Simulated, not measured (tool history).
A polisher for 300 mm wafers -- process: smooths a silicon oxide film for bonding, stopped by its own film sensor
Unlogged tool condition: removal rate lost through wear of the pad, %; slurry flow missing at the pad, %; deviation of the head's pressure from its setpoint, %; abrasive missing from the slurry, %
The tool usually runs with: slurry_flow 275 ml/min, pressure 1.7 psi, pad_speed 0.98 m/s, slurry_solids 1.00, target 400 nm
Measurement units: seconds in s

run	day	slurry_flow	pressure	pad_speed	slurry_solids	target	wafers since the last listed run	wafers polished on this pad	hours since the slurry nozzle was cleaned	hours since the head pressure was calibrated	hours since the slurry blender was calibrated	incoming thickness of the incoming film, nm	seconds
1	0.000	235	1.7	0.98	1.00	400	0	1366	486.1	541.8	323.0	454.3	109.5
# day 1.267: worn pad replaced by a new one
2	1.288	275	1.7	0.98	1.00	400	193	3	517.0	572.7	353.9	450.5	101.7
# day 3.388: slurry blender recalibrated
3	3.992	275	1.7	0.98	1.00	400	451	455	581.9	637.6	14.5	452.4	94.0
# day 5.554: slurry nozzle cleaned
4	5.858	275	1.7	0.98	1.00	400	314	769	7.3	682.4	59.3	454.1	90.3
5	8.467	275	1.7	0.98	1.00	400	449	1219	69.9	745.0	121.9	450.1	87.2
# day 9.746: worn pad replaced by a new one
6	10.612	275	1.7	0.98	1.00	400	341	149	121.4	796.5	173.4	451.3	93.9
7	12.142	275	1.7	0.98	1.00	400	263	412	158.1	833.2	210.1	450.5	89.6
8	14.988	275	1.7	0.98	1.00	400	490	903	226.4	901.5	278.4	456.1	103.6
9	17.075	275	1.7	0.98	1.00	400	359	1263	276.5	951.6	328.5	452.9	99.6
# day 17.212: head pressure recalibrated
# day 17.971: worn pad replaced by a new one
# day 18.112: slurry blender recalibrated
10	18.667	275	1.7	0.98	1.00	400	216	105	314.7	34.9	13.3	442.7	75.5
11	22.408	275	1.7	0.98	1.00	400	645	750	404.5	124.7	103.1	445.4	82.0
12	24.738	310	1.4	0.98	1.30	400	401	1152	460.4	180.6	159.0	442.2	85.3
# day 27.029: worn pad replaced by a new one
13	27.050	275	1.7	0.98	1.00	400	369	3	515.9	236.1	214.5	449.2	93.3
14	28.471	275	1.7	0.98	1.00	400	244	248	550.0	270.2	248.6	459.4	113.7
15	31.392	275	1.7	0.98	1.00	388	503	752	620.1	340.3	318.7	445.9	113.2
# day 32.508: slurry nozzle cleaned
16	33.321	195	1.5	1.14	1.00	400	325	1077	19.5	386.6	365.0	451.8	105.9
17	35.412	275	1.5	0.88	1.25	417	360	1438	69.7	436.8	415.2	446.4	63.7
# day 36.008: slurry blender recalibrated
# day 36.258: worn pad replaced by a new one
18	36.729	275	1.7	0.98	0.85	400	183	80	101.3	468.4	17.3	455.5	102.3
19	37.933	275	1.7	0.98	1.00	412	207	288	130.2	497.3	46.2	447.0	62.1
20	39.254	275	1.4	0.98	1.00	400	227	516	161.9	529.0	77.9	450.1	111.6
21	41.683	275	1.7	0.98	1.00	400	418	935	220.2	587.3	136.2	456.6	101.7
22	42.792	210	1.7	1.12	0.80	395	191	1126	246.8	613.9	162.8	450.7	104.1
23	45.479	275	1.7	0.98	1.00	400	463	1589	311.3	678.4	227.3	447.9	90.4

What if the next run were any one of these 4? Each begins from the tool's condition after run 23:
A	45.496	275	1.7	0.98	1.00	383	2	1592	311.7	678.8	227.7	455.6	?
B	45.496	275	1.7	1.32	0.80	411	2	1592	311.7	678.8	227.7	455.6	?
C	45.496	275	2.0	1.22	1.00	400	2	1592	311.7	678.8	227.7	455.6	?
D	45.496	275	1.2	0.72	1.25	410	2	1592	311.7	678.8	227.7	455.6	?

run	seconds
A	135.7
B	74.4
C	77.0
D	134.3
With the hidden condition removed and each run's random variation left untouched, the same runs would have given:
run	seconds
A	119.3
B	64.9
C	67.7
D	119.0
